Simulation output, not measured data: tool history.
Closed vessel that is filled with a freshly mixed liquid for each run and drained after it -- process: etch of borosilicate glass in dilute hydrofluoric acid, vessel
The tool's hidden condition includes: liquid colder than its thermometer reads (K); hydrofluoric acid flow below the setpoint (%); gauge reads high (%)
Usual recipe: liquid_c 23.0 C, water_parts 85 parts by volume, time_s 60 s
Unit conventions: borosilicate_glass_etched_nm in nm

run,hour,liquid_c,water_parts,time_s,wafers since the last listed run,hours since the thermometer was replaced,hours since the hydrofluoric acid flow meter was replaced,hours since the gauge calibration,"read-back film thickness of the borosilicate glass reference wafer, read on the same gauge (nm)",borosilicate_glass_etched_nm
1,0.0,23.0,85,60,0,369.1,1452.1,330.5,50.00,24.94
2,51.9,23.0,85,60,5219,421.0,1504.0,382.4,49.99,24.81
3,96.7,23.0,85,60,4505,465.8,1548.8,427.2,50.00,24.17
4,161.0,23.0,85,60,6466,530.1,1613.1,491.5,50.03,24.36
5,195.4,23.0,85,60,3459,564.5,1647.5,525.9,50.01,24.10
6,232.4,23.0,85,60,3720,601.5,1684.5,562.9,50.01,24.00
# hour 245.7: thermometer replaced
7,262.0,23.0,85,60,2876,16.3,1714.1,592.5,49.99,25.32
8,325.4,23.0,85,60,6375,79.7,1777.5,655.9,50.00,25.38
9,367.3,23.0,85,60,4213,121.6,1819.4,697.8,49.99,24.99
10,402.8,23.0,85,60,3569,157.1,1854.9,733.3,49.99,25.16
# hour 478.2: gauge calibrated
11,578.4,23.0,85,60,17658,332.7,2030.5,100.2,50.01,24.53
12,614.2,23.0,65,75,3600,368.5,2066.3,136.0,49.99,41.06
# hour 665.0: hydrofluoric acid flow meter replaced
13,676.1,27.5,60,30,6124,430.4,11.1,197.9,49.99,23.14
14,706.8,23.0,120,45,3087,461.1,41.8,228.6,50.00,13.39
15,753.4,23.0,85,60,4686,507.7,88.4,275.2,49.99,25.97
16,793.1,23.0,85,60,3992,547.4,128.1,314.9,50.01,25.85
# hour 828.2: thermometer replaced
17,830.4,23.0,85,60,3650,2.2,165.4,352.2,49.99,27.38
18,884.8,23.0,70,60,5470,56.6,219.8,406.6,50.02,33.29
19,954.3,23.0,85,60,6988,126.1,289.3,476.1,49.99,26.85
20,987.5,27.5,115,30,3338,159.3,322.5,509.3,50.00,11.38
21,1050.6,27.5,85,45,6345,222.4,385.6,572.4,50.01,23.74
22,1093.7,25.0,125,35,4334,265.5,428.7,615.5,50.02,10.77

Forecast each of these 4 alternatives for the next run:
A,1094.4,23.0,85,40,70,266.2,429.4,616.2,?,?
B,1094.4,20.0,85,45,70,266.2,429.4,616.2,?,?
C,1094.4,27.5,105,85,70,266.2,429.4,616.2,?,?
D,1094.4,28.0,55,60,70,266.2,429.4,616.2,?,?

run,"read-back film thickness of the borosilicate glass reference wafer, read on the same gauge (nm)",borosilicate_glass_etched_nm
A,49.97,17.52
B,49.97,17.43
C,49.97,35.09
D,49.97,51.72
Stripped of hidden state, with their random variation kept, the same runs would have yielded:
run,borosilicate_glass_etched_nm
A,18.55
B,18.46
C,37.13
D,54.69
